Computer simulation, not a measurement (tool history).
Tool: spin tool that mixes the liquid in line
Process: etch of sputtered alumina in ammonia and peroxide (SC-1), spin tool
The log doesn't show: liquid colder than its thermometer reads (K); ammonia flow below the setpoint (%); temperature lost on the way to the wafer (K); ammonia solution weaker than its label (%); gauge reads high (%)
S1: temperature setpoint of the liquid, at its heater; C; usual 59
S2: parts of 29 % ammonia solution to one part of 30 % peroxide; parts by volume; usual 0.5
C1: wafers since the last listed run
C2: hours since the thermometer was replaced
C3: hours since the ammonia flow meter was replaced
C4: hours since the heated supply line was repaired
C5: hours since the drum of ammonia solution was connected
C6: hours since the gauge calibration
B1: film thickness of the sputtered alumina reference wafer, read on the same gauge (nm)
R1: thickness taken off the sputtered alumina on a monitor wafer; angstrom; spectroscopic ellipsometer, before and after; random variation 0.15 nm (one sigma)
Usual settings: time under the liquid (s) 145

{"run": 1, "hour": 0.0, "S1": 59, "S2": 0.35, "time under the liquid (s)": 145, "C1": 0, "C2": 2449.5, "C3": 1847.7, "C4": 2301.2, "C5": 292.8, "C6": 338.3, "B1": 69.98, "R1": 116}
{"run": 2, "hour": 8.6, "S1": 68.5, "S2": 0.35, "time under the liquid (s)": 220, "C1": 75, "C2": 2458.1, "C3": 1856.3, "C4": 2309.8, "C5": 301.4, "C6": 346.9, "B1": 69.98, "R1": 285.6}
{"run": 3, "hour": 16.8, "S1": 49, "S2": 0.5, "time under the liquid (s)": 170, "C1": 71, "C2": 2466.3, "C3": 1864.5, "C4": 2318, "C5": 309.6, "C6": 355.1, "B1": 70.02, "R1": 81.5}
{"hour": 18.6, "done": "gauge calibrated"}
{"run": 4, "hour": 38.7, "S1": 59, "S2": 0.5, "time under the liquid (s)": 90, "C1": 191, "C2": 2488.2, "C3": 1886.4, "C4": 2339.9, "C5": 331.5, "C6": 20.1, "B1": 70.01, "R1": 74.6}
{"run": 5, "hour": 53.6, "S1": 59, "S2": 0.5, "time under the liquid (s)": 185, "C1": 130, "C2": 2503.1, "C3": 1901.3, "C4": 2354.8, "C5": 346.4, "C6": 35, "B1": 69.96, "R1": 152.6}
{"run": 6, "hour": 62.2, "S1": 59, "S2": 0.5, "time under the liquid (s)": 110, "C1": 75, "C2": 2511.7, "C3": 1909.9, "C4": 2363.4, "C5": 355, "C6": 43.6, "B1": 70, "R1": 91.2}
{"run": 7, "hour": 69.7, "S1": 52.5, "S2": 0.5, "time under the liquid (s)": 145, "C1": 65, "C2": 2519.2, "C3": 1917.4, "C4": 2370.9, "C5": 362.5, "C6": 51.1, "B1": 70.02, "R1": 83.1}
{"run": 8, "hour": 86.6, "S1": 59, "S2": 0.5, "time under the liquid (s)": 215, "C1": 148, "C2": 2536.1, "C3": 1934.3, "C4": 2387.8, "C5": 379.4, "C6": 68, "B1": 69.99, "R1": 174}
{"run": 9, "hour": 104.4, "S1": 59, "S2": 0.5, "time under the liquid (s)": 145, "C1": 155, "C2": 2553.9, "C3": 1952.1, "C4": 2405.6, "C5": 397.2, "C6": 85.8, "B1": 70.01, "R1": 118.7}
{"hour": 118.9, "done": "heated supply line repaired"}
{"run": 10, "hour": 121.8, "S1": 54.5, "S2": 0.75, "time under the liquid (s)": 145, "C1": 143, "C2": 2571.3, "C3": 1969.5, "C4": 2.9, "C5": 414.6, "C6": 103.2, "B1": 70.01, "R1": 112.8}
{"run": 11, "hour": 129.8, "S1": 59, "S2": 0.3, "time under the liquid (s)": 145, "C1": 70, "C2": 2579.3, "C3": 1977.5, "C4": 10.9, "C5": 422.6, "C6": 111.2, "B1": 70.01, "R1": 133.3}
{"hour": 135.7, "done": "new drum of ammonia solution connected"}
{"run": 12, "hour": 142.4, "S1": 59, "S2": 0.35, "time under the liquid (s)": 145, "C1": 101, "C2": 2591.9, "C3": 1990.1, "C4": 23.5, "C5": 6.7, "C6": 123.8, "B1": 69.99, "R1": 135.3}
{"hour": 152.5, "done": "ammonia flow meter replaced"}
{"run": 13, "hour": 160.2, "S1": 65, "S2": 0.5, "time under the liquid (s)": 120, "C1": 147, "C2": 2609.7, "C3": 7.7, "C4": 41.3, "C5": 24.5, "C6": 141.6, "B1": 69.99, "R1": 157.8}
{"run": 14, "hour": 169.8, "S1": 59, "S2": 0.6, "time under the liquid (s)": 145, "C1": 84, "C2": 2619.3, "C3": 17.3, "C4": 50.9, "C5": 34.1, "C6": 151.2, "B1": 69.97, "R1": 140.5}
{"hour": 175.0, "done": "thermometer replaced"}
{"run": 15, "hour": 187.0, "S1": 59, "S2": 0.5, "time under the liquid (s)": 205, "C1": 141, "C2": 12, "C3": 34.5, "C4": 68.1, "C5": 51.3, "C6": 168.4, "B1": 69.99, "R1": 192.7}
{"run": 16, "hour": 200.1, "S1": 56, "S2": 0.5, "time under the liquid (s)": 210, "C1": 114, "C2": 25.1, "C3": 47.6, "C4": 81.2, "C5": 64.4, "C6": 181.5, "B1": 70, "R1": 173}
{"run": 17, "hour": 209.0, "S1": 59, "S2": 0.65, "time under the liquid (s)": 195, "C1": 77, "C2": 34, "C3": 56.5, "C4": 90.1, "C5": 73.3, "C6": 190.4, "B1": 70.01, "R1": 188.8}
{"run": 18, "hour": 215.5, "S1": 59, "S2": 0.5, "time under the liquid (s)": 145, "C1": 56, "C2": 40.5, "C3": 63, "C4": 96.6, "C5": 79.8, "C6": 196.9, "B1": 70, "R1": 138.2}
{"run": 19, "hour": 228.4, "S1": 59, "S2": 0.4, "time under the liquid (s)": 65, "C1": 113, "C2": 53.4, "C3": 75.9, "C4": 109.5, "C5": 92.7, "C6": 209.8, "B1": 69.99, "R1": 62.2}
{"run": 20, "hour": 238.9, "S1": 59, "S2": 0.5, "time under the liquid (s)": 145, "C1": 92, "C2": 63.9, "C3": 86.4, "C4": 120, "C5": 103.2, "C6": 220.3, "B1": 70.01, "R1": 138.5}
{"run": 21, "hour": 252.8, "S1": 63.5, "S2": 0.65, "time under the liquid (s)": 170, "C1": 121, "C2": 77.8, "C3": 100.3, "C4": 133.9, "C5": 117.1, "C6": 234.2, "B1": 70, "R1": 208.5}
{"run": 22, "hour": 264.9, "S1": 50.5, "S2": 0.5, "time under the liquid (s)": 145, "C1": 106, "C2": 89.9, "C3": 112.4, "C4": 146, "C5": 129.2, "C6": 246.3, "B1": 69.98, "R1": 86.2}
{"run": 23, "hour": 303.2, "S1": 54.5, "S2": 0.3, "time under the liquid (s)": 145, "C1": 335, "C2": 128.2, "C3": 150.7, "C4": 184.3, "C5": 167.5, "C6": 284.6, "B1": 70, "R1": 103.6}
{"run": 24, "hour": 315.3, "S1": 53, "S2": 0.5, "time under the liquid (s)": 115, "C1": 106, "C2": 140.3, "C3": 162.8, "C4": 196.4, "C5": 179.6, "C6": 296.7, "B1": 70, "R1": 79}
{"run": 25, "hour": 332.0, "S1": 59, "S2": 0.5, "time under the liquid (s)": 145, "C1": 146, "C2": 157, "C3": 179.5, "C4": 213.1, "C5": 196.3, "C6": 313.4, "B1": 70, "R1": 137.4}

4 ways to go on from here, each from the tool as it stands after run 25. What would each give?
{"run": "A", "hour": 332.5, "S1": 59, "S2": 0.5, "time under the liquid (s)": 145, "C1": 4, "C2": 157.5, "C3": 180, "C4": 213.6, "C5": 196.8, "C6": 313.9, "B1": "?", "R1": "?"}
{"run": "B", "hour": 332.5, "S1": 59, "S2": 0.3, "time under the liquid (s)": 80, "C1": 4, "C2": 157.5, "C3": 180, "C4": 213.6, "C5": 196.8, "C6": 313.9, "B1": "?", "R1": "?"}
{"run": "C", "hour": 332.5, "S1": 61.5, "S2": 0.55, "time under the liquid (s)": 200, "C1": 4, "C2": 157.5, "C3": 180, "C4": 213.6, "C5": 196.8, "C6": 313.9, "B1": "?", "R1": "?"}
{"run": "D", "hour": 332.5, "S1": 59, "S2": 0.3, "time under the liquid (s)": 195, "C1": 4, "C2": 157.5, "C3": 180, "C4": 213.6, "C5": 196.8, "C6": 313.9, "B1": "?", "R1": "?"}

run=A B1=70.01 R1=136.2
run=B B1=70.01 R1=71.6
run=C B1=70.01 R1=215.7
run=D B1=70.01 R1=174.5
Without the tool's hidden state the same runs would have given:
run=A R1=146.7
run=B R1=77.1
run=C R1=232.1
run=D R1=187.9

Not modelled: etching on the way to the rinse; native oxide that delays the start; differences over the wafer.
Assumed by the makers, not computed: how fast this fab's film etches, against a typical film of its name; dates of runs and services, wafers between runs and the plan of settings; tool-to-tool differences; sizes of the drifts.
